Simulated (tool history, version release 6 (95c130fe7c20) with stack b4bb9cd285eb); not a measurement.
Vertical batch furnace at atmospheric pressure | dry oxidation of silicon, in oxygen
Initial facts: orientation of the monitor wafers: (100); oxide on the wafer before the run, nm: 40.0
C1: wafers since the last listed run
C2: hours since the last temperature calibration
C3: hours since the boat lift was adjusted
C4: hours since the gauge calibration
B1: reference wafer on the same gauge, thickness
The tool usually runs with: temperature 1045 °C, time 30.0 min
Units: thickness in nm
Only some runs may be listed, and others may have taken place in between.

Run 1, hour 0.0: usual settings but temperature 1064 °C; C1 0; C2 1920.2; C3 333.0; C4 2445.3; B1 63.33. Result: thickness 77.65 nm.
Run 2, hour 83.2: usual settings; C1 1575; C2 2003.4; C3 416.2; C4 2528.5; B1 63.33. Result: thickness 70.67 nm.
Run 3, hour 169.9: usual settings; C1 1642; C2 2090.1; C3 502.9; C4 2615.2; B1 63.36. Result: thickness 70.58 nm.
Run 4, hour 231.9: usual settings; C1 1174; C2 2152.1; C3 564.9; C4 2677.2; B1 63.31. Result: thickness 70.78 nm.
Run 5, hour 283.6: usual settings but time 25.5 min; C1 979; C2 2203.8; C3 616.6; C4 2728.9; B1 63.31. Result: thickness 66.69 nm.
Run 6, hour 326.3: usual settings; C1 808; C2 2246.5; C3 659.3; C4 2771.6; B1 63.32. Result: thickness 70.80 nm.
Run 7, hour 363.0: usual settings but temperature 1025 °C, time 41.5 min; C1 695; C2 2283.2; C3 696.0; C4 2808.3; B1 63.33. Result: thickness 72.51 nm.
Run 8, hour 427.0: usual settings but temperature 1025 °C, time 41.5 min; C1 1212; C2 2347.2; C3 760.0; C4 2872.3; B1 63.32. Result: thickness 72.47 nm.
Run 9, hour 472.9: usual settings; C1 869; C2 2393.1; C3 805.9; C4 2918.2; B1 63.30. Result: thickness 70.50 nm.
Run 10, hour 559.7: usual settings; C1 1644; C2 2479.9; C3 892.7; C4 3005.0; B1 63.33. Result: thickness 70.71 nm.
Run 11, hour 605.3: usual settings; C1 863; C2 2525.5; C3 938.3; C4 3050.6; B1 63.33. Result: thickness 70.66 nm.
Run 12, hour 679.3: usual settings; C1 1401; C2 2599.5; C3 1012.3; C4 3124.6; B1 63.27. Result: thickness 70.60 nm.
Run 13, hour 737.0: usual settings; C1 1092; C2 2657.2; C3 1070.0; C4 3182.3; B1 63.32. Result: thickness 70.90 nm.
Run 14, hour 795.8: usual settings; C1 1113; C2 2716.0; C3 1128.8; C4 3241.1; B1 63.31. Result: thickness 70.79 nm.
Run 15, hour 868.6: usual settings but time 33.5 min; C1 1378; C2 2788.8; C3 1201.6; C4 3313.9; B1 63.29. Result: thickness 73.84 nm.
Run 16, hour 963.2: usual settings but time 33.5 min; C1 1791; C2 2883.4; C3 1296.2; C4 3408.5; B1 63.32. Result: thickness 73.72 nm.
Run 17, hour 1034.6: usual settings but time 33.5 min; C1 1352; C2 2954.8; C3 1367.6; C4 3479.9; B1 63.30. Result: thickness 73.71 nm.
At hour 1094.8: gauge calibrated.
Run 18, hour 1123.0: usual settings but temperature 1036 °C, time 19.0 min; C1 1674; C2 3043.2; C3 1456.0; C4 28.2; B1 63.31. Result: thickness 59.02 nm.
Run 19, hour 1391.7: usual settings but temperature 1028 °C, time 26.0 min; C1 5089; C2 3311.9; C3 1724.7; C4 296.9; B1 63.31. Result: thickness 62.56 nm.
Run 20, hour 1490.2: usual settings; C1 1865; C2 3410.4; C3 1823.2; C4 395.4; B1 63.27. Result: thickness 70.83 nm.
Run 21, hour 1595.7: usual settings but temperature 1055 °C, time 17.5 min; C1 1998; C2 3515.9; C3 1928.7; C4 500.9; B1 63.30. Result: thickness 61.79 nm.
Run 22, hour 1690.3: usual settings but temperature 1026 °C, time 44.5 min; C1 1791; C2 3610.5; C3 2023.3; C4 595.5; B1 63.30. Result: thickness 74.89 nm.
Run 23, hour 1736.1: usual settings but temperature 1037 °C, time 34.5 min; C1 867; C2 3656.3; C3 2069.1; C4 641.3; B1 63.28. Result: thickness 71.61 nm.
Run 24, hour 1826.5: usual settings; C1 1712; C2 3746.7; C3 2159.5; C4 731.7; B1 63.28. Result: thickness 70.78 nm.
Run 25, hour 1895.5: usual settings; C1 1306; C2 3815.7; C3 2228.5; C4 800.7; B1 63.32. Result: thickness 70.68 nm.
At hour 1991.1: thermocouples replaced and temperature profile calibrated.
Run 26, hour 1993.4: usual settings but temperature 1057 °C; C1 1399; C2 2.3; C3 2326.4; C4 898.6; B1 63.28. Result: thickness 75.14 nm.
Run 27, hour 2065.5: usual settings but temperature 1051 °C, time 19.5 min; C1 1365; C2 74.4; C3 2398.5; C4 970.7; B1 63.27. Result: thickness 62.77 nm.
Run 28, hour 2165.3: usual settings but temperature 1031 °C, time 44.0 min; C1 1890; C2 174.2; C3 2498.3; C4 1070.5; B1 63.27. Result: thickness 76.36 nm.
At hour 2193.1: boat lift adjusted.
Run 29, hour 2241.4: usual settings but temperature 1055 °C, time 17.5 min; C1 986; C2 250.3; C3 48.3; C4 1146.6; B1 63.28. Result: thickness 61.88 nm.
Run 30, hour 2344.9: usual settings but temperature 1067 °C, time 22.5 min; C1 1960; C2 353.8; C3 151.8; C4 1250.1; B1 63.26. Result: thickness 70.35 nm.
Run 31, hour 2448.0: usual settings but temperature 1062 °C, time 38.5 min; C1 1952; C2 456.9; C3 254.9; C4 1353.2; B1 63.30. Result: thickness 85.44 nm.
Run 32, hour 2547.6: usual settings but temperature 1034 °C, time 21.5 min; C1 1886; C2 556.5; C3 354.5; C4 1452.8; B1 63.30. Result: thickness 60.65 nm.
Run 33, hour 2640.8: usual settings but temperature 1053 °C, time 24.0 min; C1 1765; C2 649.7; C3 447.7; C4 1546.0; B1 63.31. Result: thickness 67.89 nm.
Run 34, hour 2736.6: usual settings; C1 1814; C2 745.5; C3 543.5; C4 1641.8; B1 63.28. Result: thickness 70.42 nm.
Run 35, hour 2806.7: usual settings but temperature 1060 °C, time 24.5 min; C1 1327; C2 815.6; C3 613.6; C4 1711.9; B1 63.34. Result: thickness 70.45 nm.
Run 36, hour 2905.1: usual settings; C1 1863; C2 914.0; C3 712.0; C4 1810.3; B1 63.31. Result: thickness 70.83 nm.
Run 37, hour 2984.3: usual settings but temperature 1038 °C, time 17.0 min; C1 1500; C2 993.2; C3 791.2; C4 1889.5; B1 63.31. Result: thickness 57.60 nm.
Run 38, hour 3043.4: usual settings but temperature 1029 °C, time 35.0 min; C1 1119; C2 1052.3; C3 850.3; C4 1948.6; B1 63.29. Result: thickness 69.59 nm.
Run 39, hour 3135.7: usual settings but temperature 1062 °C, time 44.5 min; C1 1748; C2 1144.6; C3 942.6; C4 2040.9; B1 63.28. Result: thickness 90.85 nm.
Run 40, hour 3196.0: usual settings but time 35.5 min; C1 1142; C2 1204.9; C3 1002.9; C4 2101.2; B1 63.24. Result: thickness 75.34 nm.

State the hidden condition of the tool at each of the runs:
true tube temperature minus thermocouple reading, K: 0 on each run
monitor wafer colder than the profiled boat position, K: 0 on each run
gauge reads high (%): 0 on each run
